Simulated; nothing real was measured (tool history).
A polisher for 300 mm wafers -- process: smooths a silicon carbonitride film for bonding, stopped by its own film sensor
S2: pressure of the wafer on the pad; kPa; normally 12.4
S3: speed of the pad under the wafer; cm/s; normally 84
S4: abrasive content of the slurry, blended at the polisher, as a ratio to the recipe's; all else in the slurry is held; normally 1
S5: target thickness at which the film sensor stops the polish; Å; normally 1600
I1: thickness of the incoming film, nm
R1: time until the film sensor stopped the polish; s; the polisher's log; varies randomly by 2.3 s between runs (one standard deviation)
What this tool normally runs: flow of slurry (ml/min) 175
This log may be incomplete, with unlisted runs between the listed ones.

{"run": 1, "hour": 0.0, "flow of slurry (ml/min)": 175, "S2": 12.4, "S3": 84, "S4": 1.2, "S5": 1640, "I1": 192.8, "R1": 142.2}
{"run": 2, "hour": 17.2, "flow of slurry (ml/min)": 175, "S2": 12.4, "S3": 84, "S4": 1.2, "S5": 1640, "I1": 192.2, "R1": 140.5}
{"run": 3, "hour": 24.7, "flow of slurry (ml/min)": 175, "S2": 12.4, "S3": 84, "S4": 1.2, "S5": 1640, "I1": 189.8, "R1": 127.2}
{"hour": 48.6, "done": "worn pad replaced by a new one"}
{"run": 4, "hour": 73.7, "flow of slurry (ml/min)": 175, "S2": 12.4, "S3": 84, "S4": 1, "S5": 1600, "I1": 187.3, "R1": 144.6}
{"run": 5, "hour": 83.6, "flow of slurry (ml/min)": 175, "S2": 12.4, "S3": 84, "S4": 1, "S5": 1600, "I1": 190.8, "R1": 163}
{"run": 6, "hour": 127.2, "flow of slurry (ml/min)": 175, "S2": 12.4, "S3": 84, "S4": 1, "S5": 1600, "I1": 192, "R1": 175.1}
{"hour": 152.9, "done": "worn pad replaced by a new one"}
{"run": 7, "hour": 171.4, "flow of slurry (ml/min)": 175, "S2": 12.4, "S3": 84, "S4": 1, "S5": 1600, "I1": 189.3, "R1": 158.6}
{"hour": 173.6, "done": "slurry blender recalibrated"}
{"run": 8, "hour": 178.6, "flow of slurry (ml/min)": 175, "S2": 12.4, "S3": 84, "S4": 1, "S5": 1600, "I1": 188.7, "R1": 156.8}
{"run": 9, "hour": 192.7, "flow of slurry (ml/min)": 175, "S2": 12.4, "S3": 84, "S4": 1, "S5": 1600, "I1": 189.4, "R1": 158.8}
{"run": 10, "hour": 209.4, "flow of slurry (ml/min)": 175, "S2": 12.4, "S3": 84, "S4": 1, "S5": 1600, "I1": 187.9, "R1": 152.9}
{"hour": 254.5, "done": "worn pad replaced by a new one"}
{"run": 11, "hour": 262.7, "flow of slurry (ml/min)": 175, "S2": 12.4, "S3": 84, "S4": 1, "S5": 1600, "I1": 190.6, "R1": 166.2}
{"hour": 274.1, "done": "slurry nozzle cleaned"}
{"run": 12, "hour": 277.5, "flow of slurry (ml/min)": 175, "S2": 12.4, "S3": 84, "S4": 1, "S5": 1600, "I1": 187.7, "R1": 149.9}
{"run": 13, "hour": 293.8, "flow of slurry (ml/min)": 175, "S2": 12.4, "S3": 84, "S4": 1, "S5": 1600, "I1": 189.9, "R1": 166}
{"run": 14, "hour": 303.3, "flow of slurry (ml/min)": 175, "S2": 12.4, "S3": 84, "S4": 0.85, "S5": 1600, "I1": 192.1, "R1": 191.2}
{"run": 15, "hour": 312.0, "flow of slurry (ml/min)": 175, "S2": 12.4, "S3": 84, "S4": 1, "S5": 1600, "I1": 190.9, "R1": 171.6}
{"run": 16, "hour": 325.1, "flow of slurry (ml/min)": 120, "S2": 12.4, "S3": 84, "S4": 1, "S5": 1600, "I1": 191.6, "R1": 181.8}
{"run": 17, "hour": 331.1, "flow of slurry (ml/min)": 140, "S2": 9.7, "S3": 110, "S4": 0.7, "S5": 1600, "I1": 191.7, "R1": 230.5}
{"hour": 346.7, "done": "head pressure recalibrated"}
{"run": 18, "hour": 347.2, "flow of slurry (ml/min)": 150, "S2": 11, "S3": 84, "S4": 1.1, "S5": 1640, "I1": 186.8, "R1": 136.1}
{"hour": 354.2, "done": "worn pad replaced by a new one"}
{"run": 19, "hour": 354.7, "flow of slurry (ml/min)": 175, "S2": 12.4, "S3": 84, "S4": 1, "S5": 1600, "I1": 192.2, "R1": 169.2}
{"run": 20, "hour": 370.4, "flow of slurry (ml/min)": 175, "S2": 8.3, "S3": 84, "S4": 1, "S5": 1510, "I1": 188.6, "R1": 308}
{"run": 21, "hour": 380.2, "flow of slurry (ml/min)": 140, "S2": 12.4, "S3": 84, "S4": 1, "S5": 1670, "I1": 192.8, "R1": 145.3}
{"run": 22, "hour": 393.6, "flow of slurry (ml/min)": 175, "S2": 14.5, "S3": 114, "S4": 1, "S5": 1600, "I1": 189.9, "R1": 111.2}
{"run": 23, "hour": 401.1, "flow of slurry (ml/min)": 175, "S2": 12.4, "S3": 84, "S4": 1.25, "S5": 1510, "I1": 189.2, "R1": 186.9}
{"run": 24, "hour": 412.0, "flow of slurry (ml/min)": 220, "S2": 11, "S3": 54, "S4": 1, "S5": 1640, "I1": 188.1, "R1": 206.5}
{"run": 25, "hour": 423.0, "flow of slurry (ml/min)": 175, "S2": 12.4, "S3": 84, "S4": 1, "S5": 1650, "I1": 193.1, "R1": 153.5}
{"run": 26, "hour": 436.0, "flow of slurry (ml/min)": 175, "S2": 12.4, "S3": 84, "S4": 1, "S5": 1600, "I1": 188.5, "R1": 150.4}
{"run": 27, "hour": 452.1, "flow of slurry (ml/min)": 175, "S2": 12.4, "S3": 84, "S4": 1, "S5": 1600, "I1": 186.2, "R1": 145.4}
{"run": 28, "hour": 463.7, "flow of slurry (ml/min)": 175, "S2": 14.5, "S3": 70, "S4": 1, "S5": 1600, "I1": 189.7, "R1": 158.2}

Consider 4 possible next runs. They are alternatives, not a sequence: every one starts from the tool as it was left by run 28. What does each give?
{"run": "A", "hour": 464.2, "flow of slurry (ml/min)": 175, "S2": 12.4, "S3": 84, "S4": 1, "S5": 1570, "I1": 190.4, "R1": "?"}
{"run": "B", "hour": 464.2, "flow of slurry (ml/min)": 155, "S2": 12.4, "S3": 58, "S4": 0.9, "S5": 1530, "I1": 190.4, "R1": "?"}
{"run": "C", "hour": 464.2, "flow of slurry (ml/min)": 175, "S2": 12.4, "S3": 84, "S4": 0.9, "S5": 1600, "I1": 190.4, "R1": "?"}
{"run": "D", "hour": 464.2, "flow of slurry (ml/min)": 175, "S2": 12.4, "S3": 70, "S4": 1, "S5": 1600, "I1": 190.4, "R1": "?"}

run=A R1=180.9
run=B R1=293.7
run=C R1=174.4
run=D R1=190.5
With no hidden state in the tool, these same runs would have given:
run=A R1=180.9
run=B R1=293.7
run=C R1=174.4
run=D R1=190.5

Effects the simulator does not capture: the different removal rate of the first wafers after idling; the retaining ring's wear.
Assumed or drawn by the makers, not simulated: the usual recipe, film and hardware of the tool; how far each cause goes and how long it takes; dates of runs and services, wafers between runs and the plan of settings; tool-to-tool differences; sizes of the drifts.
